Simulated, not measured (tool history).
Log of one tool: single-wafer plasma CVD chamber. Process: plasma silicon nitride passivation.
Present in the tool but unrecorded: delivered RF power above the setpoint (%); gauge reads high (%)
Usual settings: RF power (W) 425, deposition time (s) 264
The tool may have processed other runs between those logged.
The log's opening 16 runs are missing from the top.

run	day	RF power (W)	deposition time (s)	wafers since the last listed run	hours since the last RF generator calibration	hours since the showerhead was replaced	hours since the gauge calibration	read-back reference wafer on the same gauge, thickness_nm	mean film thickness on the monitor wafer (angstrom)
17	7.950	445	287	14	2160.8	3.4	44.6	341.072	4025.70
18	8.396	365	291	53	2171.5	14.1	55.3	340.862	3907.49
19	8.771	425	264	45	2180.5	23.1	64.3	340.641	3664.87
20	9.088	350	280	38	2188.1	30.7	71.9	340.818	3714.77
21	9.383	370	218	35	2195.2	37.8	79.0	340.629	2925.87
# day 9.925: RF generator calibrated
22	10.062	425	264	41	3.3	54.1	95.3	340.509	3657.69
23	10.688	490	250	75	18.3	69.1	110.3	340.364	3567.58
24	11.412	365	289	87	35.7	86.5	127.7	340.568	3867.17
25	11.788	475	213	45	44.7	95.5	136.7	340.165	3019.84
26	12.462	425	264	81	60.9	111.7	152.9	340.116	3649.15
27	12.838	365	250	45	69.9	120.7	161.9	340.042	3345.15
28	13.467	345	299	75	85.0	135.8	177.0	339.766	3948.12
29	13.825	395	264	43	93.6	144.4	185.6	339.792	3593.69
30	14.275	355	214	54	104.4	155.2	196.4	339.855	2846.20
31	14.617	425	279	41	112.6	163.4	204.6	339.431	3856.26
32	15.271	355	315	78	128.3	179.1	220.3	339.202	4186.16
33	15.804	460	249	64	141.1	191.9	233.1	339.479	3491.11
34	16.400	455	264	71	155.4	206.2	247.4	339.153	3691.61
35	17.171	425	264	92	173.9	224.7	265.9	338.995	3630.86
# day 17.354: gauge calibrated
36	17.750	385	297	69	187.8	238.6	9.5	341.078	4031.95
37	18.321	455	301	68	201.5	252.3	23.2	341.355	4238.37

Each row is a separate what-if for the run after 37, all from the same tool condition, not one after another. Results?
A	18.342	425	264	2	202.0	252.8	23.7	?	?
B	18.342	355	314	2	202.0	252.8	23.7	?	?
C	18.342	470	264	2	202.0	252.8	23.7	?	?

run	read-back reference wafer on the same gauge, thickness_nm	mean film thickness on the monitor wafer (angstrom)
A	341.222	3651.94
B	341.222	4176.76
C	341.222	3735.87
With the hidden condition removed and each run's random variation left untouched, the same runs would have given:
run	mean film thickness on the monitor wafer (angstrom)
A	3650.69
B	4175.33
C	3734.59
